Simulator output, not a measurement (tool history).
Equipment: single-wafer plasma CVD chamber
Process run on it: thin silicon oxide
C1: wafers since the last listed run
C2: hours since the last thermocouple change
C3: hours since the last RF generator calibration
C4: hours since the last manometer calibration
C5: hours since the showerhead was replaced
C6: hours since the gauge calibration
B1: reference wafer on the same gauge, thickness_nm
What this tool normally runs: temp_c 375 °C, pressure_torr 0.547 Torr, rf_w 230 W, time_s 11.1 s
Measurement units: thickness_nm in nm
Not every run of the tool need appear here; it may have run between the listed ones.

{"run": 1, "hour": 0.0, "temp_c": 375, "pressure_torr": 0.547, "rf_w": 230, "time_s": 11.1, "C1": 0, "C2": 1826.3, "C3": 1662.8, "C4": 1197.8, "C5": 6803.1, "C6": 232.6, "B1": 10.598, "thickness_nm": 12.515}
{"run": 2, "hour": 49.2, "temp_c": 375, "pressure_torr": 0.547, "rf_w": 230, "time_s": 11.1, "C1": 1991, "C2": 1875.5, "C3": 1712, "C4": 1247, "C5": 6852.3, "C6": 281.8, "B1": 10.588, "thickness_nm": 12.585}
{"run": 3, "hour": 90.5, "temp_c": 375, "pressure_torr": 0.547, "rf_w": 230, "time_s": 11.1, "C1": 1672, "C2": 1916.8, "C3": 1753.3, "C4": 1288.3, "C5": 6893.6, "C6": 323.1, "B1": 10.591, "thickness_nm": 12.531}
{"run": 4, "hour": 130.4, "temp_c": 375, "pressure_torr": 0.63, "rf_w": 230, "time_s": 11.1, "C1": 1615, "C2": 1956.7, "C3": 1793.2, "C4": 1328.2, "C5": 6933.5, "C6": 363, "B1": 10.599, "thickness_nm": 14.501}
{"run": 5, "hour": 182.4, "temp_c": 375, "pressure_torr": 0.547, "rf_w": 230, "time_s": 11.1, "C1": 2105, "C2": 2008.7, "C3": 1845.2, "C4": 1380.2, "C5": 6985.5, "C6": 415, "B1": 10.627, "thickness_nm": 12.503}
{"run": 6, "hour": 224.6, "temp_c": 375, "pressure_torr": 0.547, "rf_w": 230, "time_s": 11.1, "C1": 1708, "C2": 2050.9, "C3": 1887.4, "C4": 1422.4, "C5": 7027.7, "C6": 457.2, "B1": 10.595, "thickness_nm": 12.703}
{"hour": 254.4, "done": "RF generator calibrated"}
{"run": 7, "hour": 263.9, "temp_c": 375, "pressure_torr": 0.547, "rf_w": 230, "time_s": 11.1, "C1": 1267, "C2": 2090.2, "C3": 9.5, "C4": 1461.7, "C5": 7067, "C6": 496.5, "B1": 10.582, "thickness_nm": 12.628}
{"run": 8, "hour": 288.6, "temp_c": 385, "pressure_torr": 0.547, "rf_w": 230, "time_s": 11.1, "C1": 1000, "C2": 2114.9, "C3": 34.2, "C4": 1486.4, "C5": 7091.7, "C6": 521.2, "B1": 10.598, "thickness_nm": 12.652}
{"run": 9, "hour": 358.8, "temp_c": 375, "pressure_torr": 0.547, "rf_w": 230, "time_s": 10.5, "C1": 2842, "C2": 2185.1, "C3": 104.4, "C4": 1556.6, "C5": 7161.9, "C6": 591.4, "B1": 10.608, "thickness_nm": 12.046}
{"hour": 376.0, "done": "showerhead replaced"}
{"hour": 390.5, "done": "capacitance manometer re-zeroed and calibrated"}
{"run": 10, "hour": 429.3, "temp_c": 386, "pressure_torr": 0.547, "rf_w": 265, "time_s": 11.1, "C1": 2206, "C2": 2255.6, "C3": 174.9, "C4": 38.8, "C5": 53.3, "C6": 661.9, "B1": 10.604, "thickness_nm": 12.911}
{"run": 11, "hour": 471.4, "temp_c": 381, "pressure_torr": 0.617, "rf_w": 230, "time_s": 11.1, "C1": 1704, "C2": 2297.7, "C3": 217, "C4": 80.9, "C5": 95.4, "C6": 704, "B1": 10.603, "thickness_nm": 13.499}
{"hour": 480.5, "done": "gauge calibrated"}
{"run": 12, "hour": 515.6, "temp_c": 375, "pressure_torr": 0.547, "rf_w": 230, "time_s": 11.1, "C1": 1789, "C2": 2341.9, "C3": 261.2, "C4": 125.1, "C5": 139.6, "C6": 35.1, "B1": 10.585, "thickness_nm": 11.908}
{"hour": 528.7, "done": "thermocouple changed; heater temperature recalibrated"}
{"run": 13, "hour": 582.8, "temp_c": 375, "pressure_torr": 0.434, "rf_w": 215, "time_s": 11.1, "C1": 2396, "C2": 54.1, "C3": 328.4, "C4": 192.3, "C5": 206.8, "C6": 102.3, "B1": 10.597, "thickness_nm": 9.086}
{"run": 14, "hour": 622.7, "temp_c": 381, "pressure_torr": 0.617, "rf_w": 230, "time_s": 11.1, "C1": 1615, "C2": 94, "C3": 368.3, "C4": 232.2, "C5": 246.7, "C6": 142.2, "B1": 10.604, "thickness_nm": 13.422}
{"run": 15, "hour": 654.3, "temp_c": 380, "pressure_torr": 0.547, "rf_w": 230, "time_s": 11.1, "C1": 1279, "C2": 125.6, "C3": 399.9, "C4": 263.8, "C5": 278.3, "C6": 173.8, "B1": 10.62, "thickness_nm": 12.015}
{"run": 16, "hour": 679.8, "temp_c": 365, "pressure_torr": 0.547, "rf_w": 260, "time_s": 11.1, "C1": 1032, "C2": 151.1, "C3": 425.4, "C4": 289.3, "C5": 303.8, "C6": 199.3, "B1": 10.606, "thickness_nm": 12.845}

Predict each of these 5 candidate next runs independently; none follows another, all start after run 16:
{"run": "A", "hour": 680.2, "temp_c": 375, "pressure_torr": 0.606, "rf_w": 230, "time_s": 11.1, "C1": 16, "C2": 151.5, "C3": 425.8, "C4": 289.7, "C5": 304.2, "C6": 199.7, "B1": "?", "thickness_nm": "?"}
{"run": "B", "hour": 680.2, "temp_c": 375, "pressure_torr": 0.547, "rf_w": 230, "time_s": 9.7, "C1": 16, "C2": 151.5, "C3": 425.8, "C4": 289.7, "C5": 304.2, "C6": 199.7, "B1": "?", "thickness_nm": "?"}
{"run": "C", "hour": 680.2, "temp_c": 375, "pressure_torr": 0.547, "rf_w": 195, "time_s": 11.1, "C1": 16, "C2": 151.5, "C3": 425.8, "C4": 289.7, "C5": 304.2, "C6": 199.7, "B1": "?", "thickness_nm": "?"}
{"run": "D", "hour": 680.2, "temp_c": 389, "pressure_torr": 0.547, "rf_w": 200, "time_s": 11.1, "C1": 16, "C2": 151.5, "C3": 425.8, "C4": 289.7, "C5": 304.2, "C6": 199.7, "B1": "?", "thickness_nm": "?"}
{"run": "E", "hour": 680.2, "temp_c": 380, "pressure_torr": 0.547, "rf_w": 270, "time_s": 11.1, "C1": 16, "C2": 151.5, "C3": 425.8, "C4": 289.7, "C5": 304.2, "C6": 199.7, "B1": "?", "thickness_nm": "?"}

run=A B1=10.591 thickness_nm=13.26
run=B B1=10.591 thickness_nm=10.47
run=C B1=10.591 thickness_nm=10.831
run=D B1=10.591 thickness_nm=10.892
run=E B1=10.591 thickness_nm=13.014
What these runs would have given with no unlogged condition in the tool:
run=A thickness_nm=13.401
run=B thickness_nm=10.585
run=C thickness_nm=10.949
run=D thickness_nm=11.011
run=E thickness_nm=13.157
